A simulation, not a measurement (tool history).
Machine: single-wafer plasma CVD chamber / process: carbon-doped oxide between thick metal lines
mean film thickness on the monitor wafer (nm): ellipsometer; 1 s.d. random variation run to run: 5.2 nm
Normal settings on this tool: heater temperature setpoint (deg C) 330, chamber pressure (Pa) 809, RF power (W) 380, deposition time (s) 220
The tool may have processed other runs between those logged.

run,day,heater temperature setpoint (deg C),chamber pressure (Pa),RF power (W),deposition time (s),"read-back reference wafer on the same gauge, thickness_nm",mean film thickness on the monitor wafer (nm)
1,0,330,809,380,220,1119.973,981.913
2,3.192,330,809,380,220,1120.015,986.824
3,5.317,330,809,380,220,1120.374,981.097
# day 5.646: gauge calibrated
4,7.95,330,809,380,220,1119.789,974.015
5,9.879,330,809,380,220,1118.867,968.838
# day 14.562: thermocouple changed; heater temperature recalibrated
6,18.671,330,809,380,220,1120.103,966.138
# day 19.762: RF generator calibrated
7,22.254,330,809,380,220,1119.825,1018.26
8,24.1,330,809,380,220,1120.275,1016.575
9,26.329,324,809,360,220,1119.81,995.87
10,30.35,330,639,380,220,1119.654,970.263
11,32.129,330,809,380,220,1119.878,1015.541
12,36.079,334,809,410,220,1119.949,1046.991
13,38.879,344,719,380,220,1119.12,946.573
14,43.046,330,809,380,197,1119.562,893.433
# day 53.354: showerhead replaced
15,55.371,330,919,380,220,1119.612,1011.811
16,58.675,330,809,380,220,1120.049,990.729
17,60.442,323,1009,425,177,1120.183,893.042
18,63.583,336,863,380,220,1119.87,975.493
19,67.879,316,743,325,220,1119.945,926.025
# day 68.908: thermocouple changed; heater temperature recalibrated
# day 76.125: capacitance manometer re-zeroed and calibrated
20,79.242,330,809,380,220,1120.579,990.798
21,82.488,330,976,380,250,1119.632,1138.381
22,85.375,336,877,450,178,1120.206,870.924
23,87.208,330,885,355,220,1119.75,954.864
24,91.667,330,952,380,220,1120.735,991.394
25,93.712,330,619,435,208,1119.913,963.606
26,107.071,330,952,380,220,1120.462,983.459
27,110.9,330,809,380,220,1119.673,969.308

State the hidden condition of the tool at each of the runs:
wafer temperature above the value expected at the setpoint (K): 0 across all the runs
true pressure above the setpoint (%): 0 across all the runs
gauge reads high (%): 0 across all the runs
H1: delivered RF power above the setpoint (%)
run,H1
1,-6.94
2,-7.22
3,-7.42
4,-7.65
5,-7.82
6,-8.61
7,-1
8,-1.17
9,-1.37
10,-1.73
11,-1.89
12,-2.24
13,-2.49
14,-2.86
15,-3.97
16,-4.26
17,-4.42
18,-4.7
19,-5.09
20,-6.11
21,-6.4
22,-6.66
23,-6.82
24,-7.22
25,-7.4
26,-8.6
27,-8.94
